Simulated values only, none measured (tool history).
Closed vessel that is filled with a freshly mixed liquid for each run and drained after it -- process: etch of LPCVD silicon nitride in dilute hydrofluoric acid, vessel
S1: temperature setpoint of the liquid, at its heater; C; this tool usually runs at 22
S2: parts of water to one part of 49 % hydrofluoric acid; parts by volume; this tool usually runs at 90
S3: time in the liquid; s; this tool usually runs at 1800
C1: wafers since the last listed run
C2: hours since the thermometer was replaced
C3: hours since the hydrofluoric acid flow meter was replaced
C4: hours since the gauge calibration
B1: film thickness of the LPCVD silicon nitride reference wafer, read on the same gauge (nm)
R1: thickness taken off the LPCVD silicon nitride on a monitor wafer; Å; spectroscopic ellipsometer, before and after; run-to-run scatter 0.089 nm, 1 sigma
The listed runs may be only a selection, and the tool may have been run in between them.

run 1 day=0.000 | S1=22 S2=90 S3=1800 | C1=0 C2=29.6 C3=174.6 C4=1081.3 | B1=100.01 | R1=100.4
run 2 day=2.788 | S1=22 S2=90 S3=1800 | C1=2722 C2=96.5 C3=241.5 C4=1148.2 | B1=99.99 | R1=100.5
run 3 day=6.671 | S1=22 S2=75 S3=1800 | C1=3793 C2=189.7 C3=334.7 C4=1241.4 | B1=100.01 | R1=121.3
run 4 day=9.000 | S1=22 S2=90 S3=1800 | C1=2275 C2=245.6 C3=390.6 C4=1297.3 | B1=100.00 | R1=100.1
run 5 day=12.833 | S1=22 S2=90 S3=1800 | C1=3744 C2=337.6 C3=482.6 C4=1389.3 | B1=100.00 | R1=99.9
run 6 day=17.033 | S1=22 S2=90 S3=1800 | C1=4102 C2=438.4 C3=583.4 C4=1490.1 | B1=99.98 | R1=99.6
run 7 day=18.838 | S1=22 S2=90 S3=1800 | C1=1762 C2=481.7 C3=626.7 C4=1533.4 | B1=100.00 | R1=98.0
run 8 day=22.642 | S1=22 S2=90 S3=1800 | C1=3715 C2=573.0 C3=718.0 C4=1624.7 | B1=99.99 | R1=97.8
run 9 day=25.750 | S1=22 S2=55 S3=1800 | C1=3036 C2=647.6 C3=792.6 C4=1699.3 | B1=99.98 | R1=159.0
-- day=27.483 hydrofluoric acid flow meter replaced
-- day=27.929 thermometer replaced
-- day=28.567 gauge calibrated
run 10 day=28.808 | S1=22 S2=55 S3=1800 | C1=2905 C2=21.1 C3=31.8 C4=5.8 | B1=100.00 | R1=165.1
run 11 day=30.708 | S1=22 S2=90 S3=1800 | C1=1855 C2=66.7 C3=77.4 C4=51.4 | B1=100.00 | R1=100.2
run 12 day=33.996 | S1=22 S2=90 S3=1800 | C1=3211 C2=145.6 C3=156.3 C4=130.3 | B1=100.00 | R1=100.9
run 13 day=37.300 | S1=19 S2=80 S3=2680 | C1=3227 C2=224.9 C3=235.6 C4=209.6 | B1=99.98 | R1=138.8

Forecast run 14:
run 14 day=40.562 | S1=25 S2=90 S3=1800 | C1=3186 C2=303.2 C3=313.9 C4=287.9 | B1=? | R1=?

B1: 99.99
R1: 123.8 Å
With the hidden condition absent and the run-to-run variation left alone, this run would have shown R1 125.8 Å.
